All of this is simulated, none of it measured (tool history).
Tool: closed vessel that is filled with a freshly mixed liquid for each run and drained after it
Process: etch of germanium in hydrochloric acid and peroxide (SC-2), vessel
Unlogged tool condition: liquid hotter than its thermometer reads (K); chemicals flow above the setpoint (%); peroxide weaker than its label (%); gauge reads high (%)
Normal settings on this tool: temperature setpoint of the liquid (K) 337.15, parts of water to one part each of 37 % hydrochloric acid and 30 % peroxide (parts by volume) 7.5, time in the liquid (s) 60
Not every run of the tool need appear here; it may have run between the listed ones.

run	hour	temperature setpoint of the liquid (K)	parts of water to one part each of 37 % hydrochloric acid and 30 % peroxide (parts by volume)	time in the liquid (s)	wafers since the last listed run	hours since the thermometer was replaced	hours since the chemicals flow meter was replaced	hours since the drum of peroxide was connected	hours since the gauge calibration	read-back film thickness of the germanium reference wafer, read on the same gauge (nm)	thickness taken off the germanium on a monitor wafer (nm)
1	0.0	337.15	9.0	45	0	1442.4	2591.5	10.3	48.8	129.99	161.43
# hour 5.8: thermometer replaced
2	9.1	337.15	9.0	45	1040	3.3	2600.6	19.4	57.9	130.03	151.32
# hour 21.1: chemicals flow meter replaced
3	23.5	337.15	7.5	60	1721	17.7	2.4	33.8	72.3	130.01	206.33
4	39.3	337.15	7.5	60	2030	33.5	18.2	49.6	88.1	129.99	207.55
5	46.5	337.15	7.5	60	925	40.7	25.4	56.8	95.3	130.03	207.17
6	62.1	337.15	11.0	70	2004	56.3	41.0	72.4	110.9	129.98	230.84
7	75.7	337.15	7.5	80	1747	69.9	54.6	86.0	124.5	129.98	274.23
8	87.6	337.15	7.5	60	1529	81.8	66.5	97.9	136.4	130.01	209.12
9	94.4	337.15	7.5	85	873	88.6	73.3	104.7	143.2	130.01	291.63
10	107.9	334.15	10.0	60	1734	102.1	86.8	118.2	156.7	130.01	183.99
11	118.8	327.65	10.0	35	1400	113.0	97.7	129.1	167.6	130.00	88.70
12	132.5	337.15	7.5	60	1760	126.7	111.4	142.8	181.3	129.97	206.33
13	143.6	330.65	4.5	75	1426	137.8	122.5	153.9	192.4	130.00	216.70
14	154.7	340.15	10.0	60	1426	148.9	133.6	165.0	203.5	129.99	218.44
15	161.2	340.15	10.0	60	835	155.4	140.1	171.5	210.0	129.99	221.12
16	174.4	330.15	5.5	90	1696	168.6	153.3	184.7	223.2	130.00	257.94
17	188.5	337.15	9.0	45	1811	182.7	167.4	198.8	237.3	130.03	154.24
18	201.0	344.65	6.0	85	1606	195.2	179.9	211.3	249.8	130.02	371.47
19	209.5	337.15	4.5	35	1092	203.7	188.4	219.8	258.3	130.00	123.75
20	225.6	340.65	6.0	30	2068	219.8	204.5	235.9	274.4	129.96	116.76
21	243.1	342.65	6.5	45	2248	237.3	222.0	253.4	291.9	130.01	183.07
22	253.9	337.15	5.0	85	1387	248.1	232.8	264.2	302.7	130.03	299.73
23	260.4	337.15	7.5	60	835	254.6	239.3	270.7	309.2	129.98	210.05
24	273.5	337.15	7.5	60	1683	267.7	252.4	283.8	322.3	130.02	208.49
25	286.9	337.15	6.0	85	1721	281.1	265.8	297.2	335.7	129.99	300.66
26	333.1	337.15	7.5	60	5936	327.3	312.0	343.4	381.9	129.99	209.15
27	350.5	329.15	7.5	75	2235	344.7	329.4	360.8	399.3	130.00	204.31
28	357.7	342.15	7.5	80	925	351.9	336.6	368.0	406.5	130.01	324.35
29	365.4	329.15	7.5	30	989	359.6	344.3	375.7	414.2	130.00	82.04

Some steps in thickness taken off the germanium on a monitor wafer (nm), run to run, broken into two amounts with sign: the step expected even without the hidden condition (settings, incoming material, random variation), and the rest, left for the hidden condition together with whatever gauge scatter is not in both the measured and the hidden-condition-free result:
Run 1 -> 2: thermometer replaced. thickness taken off the germanium on a monitor wafer (nm) -10.11: hidden state -10.41, all else +0.30.
Run 18 -> 19: temperature setpoint of the liquid (K) 344.65 -> 337.15, parts of water to one part each of 37 % hydrochloric acid and 30 % peroxide (parts by volume) 6.0 -> 4.5, time in the liquid (s) 85 -> 35. thickness taken off the germanium on a monitor wafer (nm) -247.72: hidden state -2.96, all else -244.76.
Run 28 -> 29: temperature setpoint of the liquid (K) 342.15 -> 329.15, time in the liquid (s) 80 -> 30. thickness taken off the germanium on a monitor wafer (nm) -242.31: hidden state -4.42, all else -237.89.
